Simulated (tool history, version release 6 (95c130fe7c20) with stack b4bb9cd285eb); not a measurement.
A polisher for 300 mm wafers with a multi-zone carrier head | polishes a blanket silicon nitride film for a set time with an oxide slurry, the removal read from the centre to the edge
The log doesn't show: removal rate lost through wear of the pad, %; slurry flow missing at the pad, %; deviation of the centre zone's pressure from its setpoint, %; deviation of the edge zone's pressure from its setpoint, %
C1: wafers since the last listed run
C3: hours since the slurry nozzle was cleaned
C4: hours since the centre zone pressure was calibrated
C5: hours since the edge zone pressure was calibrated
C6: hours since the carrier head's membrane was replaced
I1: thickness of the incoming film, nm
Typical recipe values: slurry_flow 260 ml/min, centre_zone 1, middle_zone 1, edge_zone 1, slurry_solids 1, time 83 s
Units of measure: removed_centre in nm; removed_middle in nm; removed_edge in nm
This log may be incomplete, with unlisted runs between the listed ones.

{"run": 1, "hour": 0.0, "slurry_flow": 330, "centre_zone": 1, "middle_zone": 1, "edge_zone": 1, "slurry_solids": 1, "time": 83, "C1": 0, "wafers polished on this pad": 149, "C3": 173.6, "C4": 376.1, "C5": 328.8, "C6": 15, "I1": 241.1, "removed_centre": 48.6, "removed_middle": 50, "removed_edge": 50.2}
{"run": 2, "hour": 7.1, "slurry_flow": 260, "centre_zone": 1, "middle_zone": 1, "edge_zone": 1, "slurry_solids": 1, "time": 83, "C1": 70, "wafers polished on this pad": 220, "C3": 180.7, "C4": 383.2, "C5": 335.9, "C6": 22.1, "I1": 239.1, "removed_centre": 47.2, "removed_middle": 47.9, "removed_edge": 49}
{"run": 3, "hour": 22.7, "slurry_flow": 290, "centre_zone": 1, "middle_zone": 1, "edge_zone": 1, "slurry_solids": 1, "time": 83, "C1": 155, "wafers polished on this pad": 375, "C3": 196.3, "C4": 398.8, "C5": 351.5, "C6": 37.7, "I1": 241.6, "removed_centre": 47, "removed_middle": 47.8, "removed_edge": 48.2}
{"run": 4, "hour": 38.6, "slurry_flow": 290, "centre_zone": 1, "middle_zone": 1, "edge_zone": 1, "slurry_solids": 1, "time": 83, "C1": 158, "wafers polished on this pad": 533, "C3": 212.2, "C4": 414.7, "C5": 367.4, "C6": 53.6, "I1": 237.9, "removed_centre": 45.5, "removed_middle": 47.2, "removed_edge": 47.5}
{"run": 5, "hour": 49.4, "slurry_flow": 290, "centre_zone": 1, "middle_zone": 1, "edge_zone": 1, "slurry_solids": 1, "time": 83, "C1": 107, "wafers polished on this pad": 641, "C3": 223, "C4": 425.5, "C5": 378.2, "C6": 64.4, "I1": 238.6, "removed_centre": 45.8, "removed_middle": 46.6, "removed_edge": 47.5}
{"hour": 63.7, "done": "edge zone pressure recalibrated"}
{"run": 6, "hour": 64.2, "slurry_flow": 260, "centre_zone": 1.08, "middle_zone": 1, "edge_zone": 1.05, "slurry_solids": 1, "time": 83, "C1": 127, "wafers polished on this pad": 768, "C3": 237.8, "C4": 440.3, "C5": 0.5, "C6": 79.2, "I1": 238.2, "removed_centre": 47.8, "removed_middle": 44.7, "removed_edge": 46.6}
{"run": 7, "hour": 77.4, "slurry_flow": 260, "centre_zone": 1, "middle_zone": 1, "edge_zone": 0.88, "slurry_solids": 0.75, "time": 83, "C1": 131, "wafers polished on this pad": 900, "C3": 251, "C4": 453.5, "C5": 13.7, "C6": 92.4, "I1": 241.9, "removed_centre": 34.4, "removed_middle": 34.8, "removed_edge": 34.3}
{"run": 8, "hour": 89.1, "slurry_flow": 260, "centre_zone": 1, "middle_zone": 1, "edge_zone": 1, "slurry_solids": 0.75, "time": 83, "C1": 116, "wafers polished on this pad": 1016, "C3": 262.7, "C4": 465.2, "C5": 25.4, "C6": 104.1, "I1": 238.4, "removed_centre": 34.2, "removed_middle": 34.9, "removed_edge": 35.3}
{"hour": 94.9, "done": "worn pad replaced by a new one"}
{"run": 9, "hour": 95.8, "slurry_flow": 285, "centre_zone": 1, "middle_zone": 0.91, "edge_zone": 1, "slurry_solids": 1, "time": 111, "C1": 26, "wafers polished on this pad": 8, "C3": 269.4, "C4": 471.9, "C5": 32.1, "C6": 110.8, "I1": 241.9, "removed_centre": 62.8, "removed_middle": 59.2, "removed_edge": 65.3}
{"run": 10, "hour": 106.3, "slurry_flow": 335, "centre_zone": 1, "middle_zone": 0.93, "edge_zone": 1, "slurry_solids": 1, "time": 62, "C1": 104, "wafers polished on this pad": 113, "C3": 279.9, "C4": 482.4, "C5": 42.6, "C6": 121.3, "I1": 236.9, "removed_centre": 35.3, "removed_middle": 33.8, "removed_edge": 36.5}
{"run": 11, "hour": 112.5, "slurry_flow": 170, "centre_zone": 1, "middle_zone": 1.09, "edge_zone": 1, "slurry_solids": 1, "time": 64, "C1": 61, "wafers polished on this pad": 174, "C3": 286.1, "C4": 488.6, "C5": 48.8, "C6": 127.5, "I1": 239, "removed_centre": 31.1, "removed_middle": 34.2, "removed_edge": 33.5}
{"run": 12, "hour": 128.5, "slurry_flow": 260, "centre_zone": 1, "middle_zone": 1, "edge_zone": 1, "slurry_solids": 1, "time": 83, "C1": 159, "wafers polished on this pad": 334, "C3": 302.1, "C4": 504.6, "C5": 64.8, "C6": 143.5, "I1": 241.6, "removed_centre": 43.8, "removed_middle": 44.5, "removed_edge": 46.2}
{"hour": 136.5, "done": "centre zone pressure recalibrated"}
{"run": 13, "hour": 143.8, "slurry_flow": 260, "centre_zone": 1, "middle_zone": 1, "edge_zone": 1, "slurry_solids": 1, "time": 83, "C1": 132, "wafers polished on this pad": 466, "C3": 317.4, "C4": 7.3, "C5": 80.1, "C6": 158.8, "I1": 238.2, "removed_centre": 42.8, "removed_middle": 43.9, "removed_edge": 45.2}
{"hour": 155.1, "done": "slurry nozzle cleaned"}
{"run": 14, "hour": 157.9, "slurry_flow": 220, "centre_zone": 1.12, "middle_zone": 1, "edge_zone": 1, "slurry_solids": 0.75, "time": 58, "C1": 130, "wafers polished on this pad": 596, "C3": 2.8, "C4": 21.4, "C5": 94.2, "C6": 172.9, "I1": 239.8, "removed_centre": 27.7, "removed_middle": 25.3, "removed_edge": 26}
{"run": 15, "hour": 165.0, "slurry_flow": 260, "centre_zone": 1, "middle_zone": 1, "edge_zone": 1, "slurry_solids": 1, "time": 83, "C1": 70, "wafers polished on this pad": 667, "C3": 9.9, "C4": 28.5, "C5": 101.3, "C6": 180, "I1": 242.1, "removed_centre": 46.1, "removed_middle": 46.2, "removed_edge": 46.8}
{"hour": 197.2, "done": "worn pad replaced by a new one"}
{"run": 16, "hour": 197.7, "slurry_flow": 260, "centre_zone": 1, "middle_zone": 1, "edge_zone": 1, "slurry_solids": 1, "time": 83, "C1": 285, "wafers polished on this pad": 5, "C3": 42.6, "C4": 61.2, "C5": 134, "C6": 212.7, "I1": 243.6, "removed_centre": 48.6, "removed_middle": 49.8, "removed_edge": 50.4}
{"run": 17, "hour": 205.0, "slurry_flow": 260, "centre_zone": 0.9, "middle_zone": 0.94, "edge_zone": 1.12, "slurry_solids": 1, "time": 56, "C1": 72, "wafers polished on this pad": 77, "C3": 49.9, "C4": 68.5, "C5": 141.3, "C6": 220, "I1": 243.7, "removed_centre": 29.1, "removed_middle": 31.3, "removed_edge": 36}
{"run": 18, "hour": 219.4, "slurry_flow": 325, "centre_zone": 1, "middle_zone": 1.11, "edge_zone": 1, "slurry_solids": 1, "time": 101, "C1": 143, "wafers polished on this pad": 221, "C3": 64.3, "C4": 82.9, "C5": 155.7, "C6": 234.4, "I1": 240.2, "removed_centre": 60.1, "removed_middle": 66.1, "removed_edge": 60.9}
{"run": 19, "hour": 235.3, "slurry_flow": 260, "centre_zone": 1, "middle_zone": 1, "edge_zone": 1, "slurry_solids": 1, "time": 83, "C1": 158, "wafers polished on this pad": 379, "C3": 80.2, "C4": 98.8, "C5": 171.6, "C6": 250.3, "I1": 240.2, "removed_centre": 47.2, "removed_middle": 47.5, "removed_edge": 48.9}
{"run": 20, "hour": 250.7, "slurry_flow": 200, "centre_zone": 1, "middle_zone": 0.93, "edge_zone": 1.05, "slurry_solids": 1, "time": 83, "C1": 153, "wafers polished on this pad": 532, "C3": 95.6, "C4": 114.2, "C5": 187, "C6": 265.7, "I1": 240, "removed_centre": 44.6, "removed_middle": 41.8, "removed_edge": 47.3}
{"run": 21, "hour": 268.5, "slurry_flow": 310, "centre_zone": 1.1, "middle_zone": 0.94, "edge_zone": 1, "slurry_solids": 1, "time": 74, "C1": 177, "wafers polished on this pad": 710, "C3": 113.4, "C4": 132, "C5": 204.8, "C6": 283.5, "I1": 242.3, "removed_centre": 46, "removed_middle": 39.6, "removed_edge": 42.5}
{"run": 22, "hour": 277.1, "slurry_flow": 260, "centre_zone": 1.05, "middle_zone": 1.1, "edge_zone": 0.94, "slurry_solids": 0.85, "time": 83, "C1": 85, "wafers polished on this pad": 795, "C3": 122, "C4": 140.6, "C5": 213.4, "C6": 292.1, "I1": 242.4, "removed_centre": 42.6, "removed_middle": 44.2, "removed_edge": 40.3}

How would selected steps in removed_centre from run to run divide? Give the signed amount a tool lacking its hidden state would still show from settings, what came in and random variation, and the signed amount left for the hidden state, including any gauge scatter that is not in both of the compared results.
Run 8 -> 9: slurry_flow 260 -> 285, middle_zone 1 -> 0.91, slurry_solids 0.75 -> 1, time 83 -> 111, worn pad replaced by a new one. removed_centre +28.6 nm: hidden state +1.6, all else +27.
Run 13 -> 14: slurry_flow 260 -> 220, centre_zone 1 -> 1.12, slurry_solids 1 -> 0.75, time 83 -> 58, slurry nozzle cleaned. removed_centre -15.1 nm: hidden state +4.7, all else -19.8.
Run 15 -> 16: worn pad replaced by a new one. removed_centre +2.5 nm: hidden state +3.7, all else -1.2.
Run 17 -> 18: slurry_flow 260 -> 325, centre_zone 0.9 -> 1, middle_zone 0.94 -> 1.11, edge_zone 1.12 -> 1, time 56 -> 101. removed_centre +31 nm: hidden state -1.3, all else +32.3.
